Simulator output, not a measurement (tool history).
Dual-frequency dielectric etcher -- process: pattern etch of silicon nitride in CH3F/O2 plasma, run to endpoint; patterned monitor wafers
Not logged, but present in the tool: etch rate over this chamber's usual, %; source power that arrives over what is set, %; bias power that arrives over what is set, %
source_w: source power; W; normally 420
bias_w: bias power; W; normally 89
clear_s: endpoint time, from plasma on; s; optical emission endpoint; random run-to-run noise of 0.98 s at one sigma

run    hour  source_w  bias_w  wafers since the last listed run  hours since the last wet clean  hours since the last source power generator calibration  hours since the last bias power generator calibration  hours since the last upper electrode change  incoming incoming film thickness, nm  clear_s
  1     0.0       420      89                                 0                             2.6                                                   3662.2                                                 3628.7                                       1436.1                                 107.4    116.9
  2    96.2       360      89                               418                            98.8                                                   3758.4                                                 3724.9                                       1532.3                                 107.2    122.1
  3   184.5       360      89                               384                           187.1                                                   3846.7                                                 3813.2                                       1620.6                                 108.4    127.2
  4   290.0       360      89                               459                           292.6                                                   3952.2                                                 3918.7                                       1726.1                                 107.0    126.7
  5   327.4       420      89                               162                           330.0                                                   3989.6                                                 3956.1                                       1763.5                                 107.6    119.4
  6   381.2       420      89                               234                           383.8                                                   4043.4                                                 4009.9                                       1817.3                                 107.6    120.3
  7   433.4       420      89                               227                           436.0                                                   4095.6                                                 4062.1                                       1869.5                                 107.7    120.6
  8   478.4       420      89                               195                           481.0                                                   4140.6                                                 4107.1                                       1914.5                                 108.2    119.9
      560.4  -- wet clean of the chamber
  9   560.9       420      89                               254                             0.5                                                   4223.1                                                 4189.6                                       1997.0                                 108.2    123.9
 10   620.9       420      89                               261                            60.5                                                   4283.1                                                 4249.6                                       2057.0                                 107.7    125.7
 11   683.3       420      89                               271                           122.9                                                   4345.5                                                 4312.0                                       2119.4                                 108.6    125.9
 12   747.5       420      89                               279                           187.1                                                   4409.7                                                 4376.2                                       2183.6                                 108.2    123.5
      908.0  -- wet clean of the chamber, repeated, since the last time left the tool worse
     1022.7  -- upper electrode replaced
 13  1024.4       370      79                               996                           116.4                                                   4686.6                                                 4653.1                                          1.7                                 107.0    129.9
     1044.9  -- source power generator calibrated
     1051.7  -- bias power generator calibrated
 14  1113.0       420      89                               350                           205.0                                                     68.1                                                   61.3                                         90.3                                 107.4    117.0
 15  1196.2       500     104                               362                           288.2                                                    151.3                                                  144.5                                        173.5                                 107.9    104.6
 16  1285.5       340      67                               388                           377.5                                                    240.6                                                  233.8                                        262.8                                 107.1    146.8
 17  1340.3       420      89                               238                           432.3                                                    295.4                                                  288.6                                        317.6                                 107.4    119.1
     1408.5  -- wet clean of the chamber
 18  1409.0       360     108                               194                             0.5                                                    364.1                                                  357.3                                        386.3                                 107.2    115.7
 19  1448.2       490      69                               170                            39.7                                                    403.3                                                  396.5                                        425.5                                 107.7    120.9
 20  1531.7       420      89                               363                           123.2                                                    486.8                                                  480.0                                        509.0                                 107.7    117.4
 21  1579.2       420      89                               206                           170.7                                                    534.3                                                  527.5                                        556.5                                 107.8    119.2
 22  1665.1       370     103                               373                           256.6                                                    620.2                                                  613.4                                        642.4                                 108.0    120.0
 23  1733.5       350     100                               297                           325.0                                                    688.6                                                  681.8                                        710.8                                 108.4    124.5
     1995.4  -- wet clean of the chamber
 24  2030.2       420      81                              1187                            34.8                                                    985.3                                                  978.5                                       1007.5                                 108.2    120.4
 25  2082.8       490     105                               229                            87.4                                                   1037.9                                                 1031.1                                       1060.1                                 107.7    103.0

Difference, measured minus no-hidden-state, one row per run. Run-to-run variation is common to both terms; the gauge's own scatter need not be:
run  clear_s
  1     -0.4
  2     +0.2
  3     +0.8
  4     +1.5
  5     +1.7
  6     +2.1
  7     +2.4
  8     +2.6
  9     +6.3
 10     +6.8
 11     +7.3
 12     +7.5
 13     +0.8
 14     +1.2
 15     +1.6
 16     +2.9
 17     +2.8
 18     +0.2
 19     +0.4
 20     +0.9
 21     +1.2
 22     +1.8
 23     +2.2
 24     +0.1
 25     +0.5
